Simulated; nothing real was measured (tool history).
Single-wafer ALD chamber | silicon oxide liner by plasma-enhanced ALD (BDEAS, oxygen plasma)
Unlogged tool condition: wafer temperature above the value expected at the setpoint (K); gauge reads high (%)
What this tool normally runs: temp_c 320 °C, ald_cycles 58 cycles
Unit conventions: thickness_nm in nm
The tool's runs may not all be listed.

run    hour  temp_c  ald_cycles  wafers since the last listed run  hours since the last thermocouple change  hours since the gauge calibration  read-back reference wafer on the same gauge, thickness_nm  thickness_nm
  1       0     320          50                                 0                                     928.7                              658.1                                                       5.32         4.056
  2    92.6     316          58                               574                                    1021.3                              750.7                                                      5.319         4.724
  3   202.4     316          58                               680                                    1131.1                              860.5                                                      5.323         4.724
  4   273.7     320          58                               442                                    1202.4                              931.8                                                       5.32         4.706
  5     313     320          58                               243                                    1241.7                              971.1                                                       5.32         4.699
  6     415     320          58                               632                                    1343.7                             1073.1                                                      5.319         4.704
  7   504.3     320          58                               553                                      1433                             1162.4                                                       5.32         4.706
  8   591.4     320          58                               539                                    1520.1                             1249.5                                                      5.322         4.698
  9   663.7     320          53                               448                                    1592.4                             1321.8                                                      5.319         4.309
 10   720.1     315          58                               349                                    1648.8                             1378.2                                                      5.321         4.731
      730.3  -- thermocouple changed; heater temperature recalibrated
      768.7  -- gauge calibrated
 11   819.6     315          58                               567                                      89.3                               50.9                                                      5.319         4.732
 12   856.4     326          53                               228                                     126.1                               87.7                                                      5.319         4.271
 13   923.1     313          54                               413                                     192.8                              154.4                                                      5.319         4.423
 14   992.5     320          53                               430                                     262.2                              223.8                                                       5.32         4.295
 15  1038.7     316          62                               286                                     308.4                                270                                                      5.317         5.052
 16  1126.5     313          54                               544                                     396.2                              357.8                                                      5.322         4.424
 17  1209.2     306          54                               512                                     478.9                              440.5                                                       5.32         4.453
 18  1257.2     330          63                               297                                     526.9                              488.5                                                       5.32         5.041
 19  1309.9     325          55                               326                                     579.6                              541.2                                                      5.318         4.426
 20  1364.1     329          47                               335                                     633.8                              595.4                                                      5.322          3.77
 21    1451     320          58                               538                                     720.7                              682.3                                                      5.319         4.696
 22    1576     320          58                               774                                     845.7                              807.3                                                       5.32         4.705
 23  1619.1     320          58                               267                                     888.8                              850.4                                                      5.321         4.709

For each entry between runs, how does the tool's hidden state at the last listed run before it compare with that at the first listed run after it?
Logged between run 10 and run 11: thermocouple changed; heater temperature recalibrated (hour 730.3); gauge calibrated (hour 768.7)
  nothing in the hidden state changes from one run to the other
